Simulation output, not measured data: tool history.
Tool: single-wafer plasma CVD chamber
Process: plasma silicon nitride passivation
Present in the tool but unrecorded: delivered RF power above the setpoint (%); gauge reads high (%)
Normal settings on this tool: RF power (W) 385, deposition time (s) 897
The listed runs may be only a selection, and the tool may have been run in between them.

run   hour  RF power (W)  deposition time (s)  wafers since the last listed run  hours since the last RF generator calibration  hours since the showerhead was replaced  hours since the gauge calibration  read-back reference wafer on the same gauge, thickness_nm  mean film thickness on the monitor wafer (angstrom)
  1    0.0           385                  897                                 0                                         2059.3                                   3486.8                              115.2                                                   1319.793                                             11101.36
  2   10.9           385                  897                                31                                         2070.2                                   3497.7                              126.1                                                   1318.005                                             11112.84
  3   20.7           385                  778                                28                                         2080.0                                   3507.5                              135.9                                                   1317.351                                              9629.78
  4   34.5           385                  778                                39                                         2093.8                                   3521.3                              149.7                                                   1317.152                                              9633.25
  5   42.5           385                  778                                22                                         2101.8                                   3529.3                              157.7                                                   1317.289                                              9629.16
  6   58.6           385                  754                                46                                         2117.9                                   3545.4                              173.8                                                   1316.433                                              9355.38
  7   72.0           385                  754                                38                                         2131.3                                   3558.8                              187.2                                                   1317.283                                              9314.38
  8   78.4           445                  897                                18                                         2137.7                                   3565.2                              193.6                                                   1316.389                                             11754.63
  9   85.2           385                  897                                19                                         2144.5                                   3572.0                              200.4                                                   1315.731                                             11081.78
     119.9  -- gauge calibrated
     136.3  -- showerhead replaced
 10  138.5           425                 1013                               129                                         2197.8                                      2.2                               18.6                                                   1325.380                                             13156.91
     152.2  -- RF generator calibrated
 11  154.4           425                  748                                22                                            2.2                                     18.1                               34.5                                                   1324.121                                              9693.03
 12  164.2           415                  725                                28                                           12.0                                     27.9                               44.3                                                   1323.158                                              9269.41
 13  174.4           385                  778                                29                                           22.2                                     38.1                               54.5                                                   1322.848                                              9684.33
 14  186.9           460                  846                                35                                           34.7                                     50.6                               67.0                                                   1321.726                                             11238.74
 15  198.0           410                 1026                                31                                           45.8                                     61.7                               78.1                                                   1320.725                                             13051.69
 16  212.4           445                 1015                                41                                           60.2                                     76.1                               92.5                                                   1319.366                                             13364.30
 17  226.6           385                  897                                40                                           74.4                                     90.3                              106.7                                                   1319.938                                             11121.95
 18  237.3           360                  834                                30                                           85.1                                    101.0                              117.4                                                   1318.268                                             10018.73

State the hidden condition of the tool at each of the runs:
delivered RF power above the setpoint (%): 0 at every run
H1: gauge reads high (%)
run      H1
  1  -0.875
  2  -0.904
  3  -0.927
  4  -0.955
  5  -0.969
  6  -0.993
  7   -1.01
  8   -1.02
  9   -1.02
 10  -0.301
 11  -0.444
 12  -0.519
 13  -0.587
 14   -0.66
 15  -0.715
 16  -0.776
 17  -0.826
 18  -0.858

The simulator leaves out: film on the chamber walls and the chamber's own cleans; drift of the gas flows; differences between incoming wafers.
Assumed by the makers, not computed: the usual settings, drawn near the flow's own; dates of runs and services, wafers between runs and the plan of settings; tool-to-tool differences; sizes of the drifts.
